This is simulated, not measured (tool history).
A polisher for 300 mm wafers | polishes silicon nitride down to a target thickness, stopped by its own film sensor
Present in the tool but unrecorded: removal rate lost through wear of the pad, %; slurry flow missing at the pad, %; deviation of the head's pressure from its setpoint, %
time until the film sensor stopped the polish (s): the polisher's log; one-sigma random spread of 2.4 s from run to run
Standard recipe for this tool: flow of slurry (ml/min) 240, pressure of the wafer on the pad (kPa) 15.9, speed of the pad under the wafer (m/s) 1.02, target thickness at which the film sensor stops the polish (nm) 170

| run | day | flow of slurry (ml/min) | pressure of the wafer on the pad (kPa) | speed of the pad under the wafer (m/s) | target thickness at which the film sensor stops the polish (nm) | wafers since the last listed run | wafers polished on this pad | hours since the slurry nozzle was cleaned | hours since the head pressure was calibrated | incoming thickness of the incoming film, nm | time until the film sensor stopped the polish (s) |
|---|---|---|---|---|---|---|---|---|---|---|---|
| 1 | 0 | 240 | 15.9 | 1.02 | 170 | 0 | 307 | 188.3 | 1.5 | 310.2 | 153.9 |
| 2 | 2.958 | 240 | 15.9 | 1.02 | 170 | 444 | 751 | 259.3 | 72.5 | 312.4 | 162 |
| 3 | 5.3 | 240 | 15.9 | 1.02 | 170 | 351 | 1103 | 315.5 | 128.7 | 310.7 | 166.9 |
| 4 | 7.1 | 240 | 15.9 | 1.02 | 170 | 270 | 1373 | 358.7 | 171.9 | 310.8 | 173.7 |
|  | 7.979 | worn pad replaced by a new one |
| 5 | 8.642 | 240 | 15.9 | 1.02 | 170 | 206 | 99 | 395.7 | 208.9 | 309.7 | 151.7 |
| 6 | 10.562 | 240 | 15.9 | 1.02 | 170 | 288 | 388 | 441.8 | 255 | 309.5 | 156.2 |
| 7 | 13.188 | 240 | 15.9 | 1.02 | 170 | 394 | 782 | 504.8 | 318 | 310.9 | 161.4 |
| 8 | 15.833 | 240 | 15.9 | 1.02 | 170 | 397 | 1179 | 568.3 | 381.5 | 311.9 | 172.3 |
| 9 | 17.192 | 240 | 15.9 | 1.02 | 170 | 203 | 1383 | 600.9 | 414.1 | 305.2 | 166.9 |
|  | 19.538 | worn pad replaced by a new one |
| 10 | 19.558 | 240 | 15.9 | 1.28 | 170 | 330 | 3 | 657.7 | 470.9 | 310.9 | 131.1 |
| 11 | 22.054 | 280 | 15.9 | 0.84 | 170 | 374 | 378 | 717.6 | 530.8 | 307.4 | 171.2 |
| 12 | 28.212 | 275 | 12.4 | 1.3 | 170 | 924 | 1302 | 865.4 | 678.6 | 315 | 182.8 |
|  | 30.029 | slurry nozzle cleaned |
|  | 30.717 | worn pad replaced by a new one |
| 13 | 31.117 | 240 | 15.9 | 1.02 | 170 | 404 | 59 | 26.1 | 748.3 | 309.8 | 150.9 |
|  | 33.562 | head pressure recalibrated |
| 14 | 33.804 | 240 | 15.9 | 1.02 | 170 | 390 | 450 | 90.6 | 5.8 | 316.5 | 162 |
| 15 | 35.954 | 240 | 15.9 | 1.24 | 170 | 322 | 773 | 142.2 | 57.4 | 305.6 | 136.8 |
| 16 | 37.017 | 165 | 17.9 | 0.74 | 214 | 159 | 933 | 167.7 | 82.9 | 308.8 | 123.8 |
| 17 | 38.229 | 240 | 15.9 | 1.22 | 170 | 182 | 1115 | 196.8 | 112 | 306.4 | 147.1 |
|  | 39.429 | worn pad replaced by a new one |
| 18 | 40.838 | 240 | 20.7 | 1.02 | 137 | 366 | 211 | 259.4 | 174.6 | 306.4 | 150.7 |
| 19 | 45.696 | 315 | 14.5 | 1.02 | 170 | 729 | 941 | 376 | 291.2 | 313.2 | 174.1 |
| 20 | 48.067 | 240 | 15.9 | 1.02 | 170 | 355 | 1297 | 432.9 | 348.1 | 306.5 | 165.7 |
|  | 48.567 | worn pad replaced by a new one |
| 21 | 50.375 | 240 | 10.3 | 1.18 | 205 | 321 | 271 | 488.3 | 403.5 | 315 | 156.8 |

Results per run with the tool's hidden condition removed, run-to-run variation unchanged:
| run | time until the film sensor stopped the polish (s) |
|---|---|
| 1 | 152.4 |
| 2 | 156.3 |
| 3 | 155.2 |
| 4 | 155.3 |
| 5 | 149.5 |
| 6 | 152.9 |
| 7 | 154 |
| 8 | 157.4 |
| 9 | 147.9 |
| 10 | 130.8 |
| 11 | 169.5 |
| 12 | 166.1 |
| 13 | 150.5 |
| 14 | 159.8 |
| 15 | 132 |
| 16 | 117.7 |
| 17 | 136.9 |
| 18 | 147.2 |
| 19 | 162.4 |
| 20 | 147.6 |
| 21 | 153.4 |
